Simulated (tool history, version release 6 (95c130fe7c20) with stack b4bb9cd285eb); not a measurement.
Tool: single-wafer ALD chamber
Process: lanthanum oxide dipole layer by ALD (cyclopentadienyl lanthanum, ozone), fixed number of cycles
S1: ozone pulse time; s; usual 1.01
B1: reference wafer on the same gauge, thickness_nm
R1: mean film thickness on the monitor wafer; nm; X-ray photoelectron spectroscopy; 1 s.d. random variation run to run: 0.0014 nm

run	hour	S1	B1	R1
1	0	1.3	0.587	0.579
2	23.1	1.3	0.587	0.581
3	36.2	1.3	0.587	0.579
4	66.3	1.01	0.587	0.539
5	86.7	1.01	0.587	0.537
6	104.3	1.01	0.587	0.536
7	130	0.88	0.587	0.512
8	152.6	0.88	0.587	0.513
9	172.1	0.88	0.587	0.509
10	192.7	1.01	0.587	0.534
11	212.4	1.01	0.587	0.536
12	234.6	1.01	0.587	0.537
13	247.5	1.01	0.587	0.535
14	282.6	1.01	0.587	0.535
15	300.4	1.01	0.587	0.536
16	329.9	1.01	0.587	0.532
# hour 342.5: showerhead replaced
17	346.9	1.34	0.587	0.579
18	367.8	1.14	0.587	0.555
# hour 385.6: gauge calibrated
# hour 397.2: thermocouple changed; heater temperature recalibrated
19	397.7	1.17	0.587	0.557
# hour 412.2: ozone generator serviced
20	428.4	1.24	0.587	0.584
21	453	1.22	0.587	0.579
22	474.7	1.25	0.587	0.585
23	496	1.16	0.587	0.571
24	514.6	1.01	0.587	0.551
25	536.7	0.89	0.587	0.53
26	550.8	0.67	0.587	0.469
27	574.8	1.27	0.587	0.585
28	588.3	0.87	0.587	0.522
29	622.6	0.86	0.587	0.518
30	648.6	1.01	0.587	0.548
31	670.6	1.01	0.587	0.548
32	690.6	1.2	0.587	0.577
33	715.3	1.37	0.587	0.593

Hidden state or all else? Some run-to-run changes of R1, split into what the settings, what came in and random variation would give without the hidden state, and what is left for the hidden state (with any gauge scatter that isn't in both results):
Unlogged tool condition in this case: wafer temperature above the value expected at the setpoint (K); ozone dose above that of a generator just serviced (%); gauge reads high (%).
Run 3 -> 4: S1 1.3 -> 1.01. R1 -0.04 nm: hidden state -0.004, all else -0.036.
Run 16 -> 17: S1 1.01 -> 1.34, showerhead replaced. R1 +0.047 nm: hidden state +0.004, all else +0.043.
Run 19 -> 20: S1 1.17 -> 1.24, ozone generator serviced. R1 +0.027 nm: hidden state +0.016, all else +0.011.
Run 25 -> 26: S1 0.89 -> 0.67. R1 -0.061 nm: hidden state -0.001, all else -0.06.
Run 26 -> 27: S1 0.67 -> 1.27. R1 +0.116 nm: hidden state +0.003, all else +0.113.
Run 27 -> 28: S1 1.27 -> 0.87. R1 -0.063 nm: hidden state -0.003, all else -0.06.

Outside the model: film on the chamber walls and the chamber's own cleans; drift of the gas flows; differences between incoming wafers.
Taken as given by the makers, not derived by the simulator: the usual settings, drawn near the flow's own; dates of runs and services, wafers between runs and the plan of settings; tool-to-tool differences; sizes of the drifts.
